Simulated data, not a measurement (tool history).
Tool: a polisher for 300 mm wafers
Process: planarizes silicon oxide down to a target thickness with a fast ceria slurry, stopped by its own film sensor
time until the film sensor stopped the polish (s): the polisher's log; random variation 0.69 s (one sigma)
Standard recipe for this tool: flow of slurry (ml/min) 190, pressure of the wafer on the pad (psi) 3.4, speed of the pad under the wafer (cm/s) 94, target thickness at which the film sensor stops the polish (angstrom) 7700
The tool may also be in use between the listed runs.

run	hour	flow of slurry (ml/min)	pressure of the wafer on the pad (psi)	speed of the pad under the wafer (cm/s)	target thickness at which the film sensor stops the polish (angstrom)	wafers since the last listed run	wafers polished on this pad	hours since the slurry nozzle was cleaned	hours since the head pressure was calibrated	incoming thickness of the incoming film, nm	time until the film sensor stopped the polish (s)
1	0.0	190	3.4	116	7700	0	1032	343.3	197.5	1784.6	44.8
2	47.0	190	3.4	116	7700	537	1570	390.3	244.5	1795.3	46.0
3	151.9	190	3.4	116	7700	1200	2770	495.2	349.4	1764.6	46.3
# hour 153.9: slurry nozzle cleaned
# hour 202.2: worn pad replaced by a new one
4	233.0	190	3.4	94	7700	870	352	79.1	430.5	1763.6	50.4
5	282.6	190	3.4	94	7700	567	919	128.7	480.1	1799.2	54.8
6	389.7	190	3.4	94	7700	1225	2145	235.8	587.2	1786.2	55.9
7	479.3	190	3.4	94	7700	1025	3170	325.4	676.8	1766.2	56.8
# hour 512.2: worn pad replaced by a new one
# hour 515.9: head pressure recalibrated
8	535.2	190	3.4	94	7700	570	240	381.3	19.3	1805.9	55.8
9	627.2	190	3.4	94	7700	1052	1292	473.3	111.3	1793.3	56.9
# hour 630.9: slurry nozzle cleaned
10	664.1	190	4.3	94	7700	410	1703	33.2	148.2	1763.6	41.0
11	707.2	190	3.4	116	7700	493	2196	76.3	191.3	1796.2	46.4
12	785.1	190	3.0	126	9650	891	3088	154.2	269.2	1753.3	38.5
# hour 807.2: worn pad replaced by a new one
13	878.9	190	3.4	94	5230	1027	820	248.0	363.0	1826.4	69.7
14	926.8	205	3.4	94	7700	548	1368	295.9	410.9	1802.4	54.0
15	1004.2	190	3.4	94	7700	885	2254	373.3	488.3	1795.2	56.5
# hour 1049.0: worn pad replaced by a new one
16	1064.3	190	3.4	94	7700	641	174	433.4	548.4	1784.9	53.0
# hour 1080.0: slurry nozzle cleaned
17	1144.6	190	3.4	94	7700	907	1082	64.6	628.7	1808.4	53.8
# hour 1187.7: head pressure recalibrated
18	1218.5	190	3.4	94	4960	822	1904	138.5	30.8	1776.1	68.1
# hour 1305.8: worn pad replaced by a new one
19	1306.3	165	4.1	94	10560	958	6	226.3	118.6	1793.2	32.5
20	1379.4	190	3.4	66	5110	836	842	299.4	191.7	1818.5	94.5

Below are 5 alternative next runs, each starting from the tool's condition after run 20. Predict each:
A	1379.8	190	3.4	94	7700	4	846	299.8	192.1	1805.4	?
B	1379.8	190	4.1	94	8710	4	846	299.8	192.1	1805.4	?
C	1379.8	155	3.8	106	8790	4	846	299.8	192.1	1805.4	?
D	1379.8	190	2.8	94	10050	4	846	299.8	192.1	1805.4	?
E	1379.8	190	2.9	94	7700	4	846	299.8	192.1	1805.4	?

run	time until the film sensor stopped the polish (s)
A	54.9
B	41.1
C	41.1
D	51.6
E	64.4
With no hidden state in the tool, these same runs would have given:
run	time until the film sensor stopped the polish (s)
A	49.5
B	37.1
C	36.6
D	46.5
E	58.1
